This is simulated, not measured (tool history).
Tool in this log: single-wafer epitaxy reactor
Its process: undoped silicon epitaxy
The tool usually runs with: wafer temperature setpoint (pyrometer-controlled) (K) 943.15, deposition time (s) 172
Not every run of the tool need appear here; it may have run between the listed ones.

run,hour,wafer temperature setpoint (pyrometer-controlled) (K),deposition time (s),"read-back reference wafer on the same gauge, thickness_nm",mean film thickness on the monitor wafer (Å)
1,0,943.15,154,40.156,448.4
2,54.4,943.15,154,40.202,447.21
3,137.7,943.15,154,40.237,448.11
4,229.1,950.15,172,40.346,571.1
5,308.4,950.15,172,40.311,572.11
6,371.1,950.15,172,40.422,573.11
# hour 439.3: pyrometer calibrated
7,439.8,954.15,172,40.435,617.28
8,524.7,943.15,185,40.533,544.19
9,611.7,943.15,181,40.572,531.62
10,712.6,949.15,172,40.665,565.36
11,1006.8,949.15,172,40.803,568.57
12,1065.9,943.15,172,40.828,508.61
# hour 1102.2: gauge calibrated
13,1212.9,943.15,172,40.172,499.95
14,1288.1,943.15,172,40.179,499.53
15,1374.1,937.15,194,40.225,506.45
16,1463.7,952.15,172,40.268,591.97
17,1564.8,937.15,160,40.364,419.3
# hour 1574: pyrometer calibrated
18,1666.2,943.15,203,40.428,592.89
19,1728.6,950.15,172,40.413,573.53
20,1789,947.15,172,40.53,543.04
21,1858.5,932.15,201,40.559,481
22,1962.6,943.15,172,40.567,504.41

Predict the results of run 23:
23,2056,943.15,143,?,?

read-back reference wafer on the same gauge, thickness_nm: 40.608
mean film thickness on the monitor wafer (Å): 420.59
Minus the tool's unlogged condition, the same run would have read mean film thickness on the monitor wafer (Å) 413.8.

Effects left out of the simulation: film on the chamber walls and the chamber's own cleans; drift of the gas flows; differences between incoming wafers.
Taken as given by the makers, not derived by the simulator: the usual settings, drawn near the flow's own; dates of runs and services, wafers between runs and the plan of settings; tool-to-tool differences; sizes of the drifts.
